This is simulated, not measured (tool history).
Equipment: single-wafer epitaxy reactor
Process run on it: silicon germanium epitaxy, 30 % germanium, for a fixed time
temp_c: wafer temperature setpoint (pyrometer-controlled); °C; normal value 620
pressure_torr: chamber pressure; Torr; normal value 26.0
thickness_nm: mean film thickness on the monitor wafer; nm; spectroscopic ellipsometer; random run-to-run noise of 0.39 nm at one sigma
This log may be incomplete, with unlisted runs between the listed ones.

run	day	temp_c	pressure_torr	wafers since the last listed run	hours since the last pyrometer calibration	hours since the last manometer calibration	hours since the showerhead was replaced	hours since the gauge calibration	read-back reference wafer on the same gauge, thickness_nm	thickness_nm
1	0.000	620	26.0	0	2534.3	1864.9	4087.5	421.4	91.814	95.527
2	8.458	620	26.0	4789	2737.3	2067.9	4290.5	624.4	91.888	96.553
3	9.771	620	26.0	743	2768.8	2099.4	4322.0	655.9	91.820	97.148
4	12.067	620	28.9	1300	2823.9	2154.5	4377.1	711.0	91.839	100.914
# day 12.446: gauge calibrated
5	13.071	620	28.9	568	2848.0	2178.6	4401.2	15.0	91.803	100.796
6	14.342	620	28.9	719	2878.5	2209.1	4431.7	45.5	91.852	102.075
7	15.400	620	26.0	599	2903.9	2234.5	4457.1	70.9	91.786	97.998
# day 16.858: pyrometer calibrated
8	17.950	620	26.0	1255	26.2	2295.7	4518.3	132.1	91.755	88.807
# day 19.300: showerhead replaced, of another model than before
9	19.342	611	31.8	599	59.6	2329.1	1.0	165.5	91.637	79.632
10	21.767	628	28.4	1373	117.8	2387.3	59.2	223.7	91.868	104.391
# day 23.112: capacitance manometer re-zeroed and calibrated
11	23.762	620	26.0	941	165.7	15.6	107.1	271.6	91.698	88.808
12	26.229	620	26.0	1396	224.9	74.8	166.3	330.8	91.758	88.806

Forecast run 13:
13	28.546	628	24.2	1311	280.5	130.4	221.9	386.4	?	?

Run 13 gave read-back reference wafer on the same gauge, thickness_nm 91.934, thickness_nm 101.022 nm.
With no hidden state in the tool, this same run would have given thickness_nm 99.188 nm.
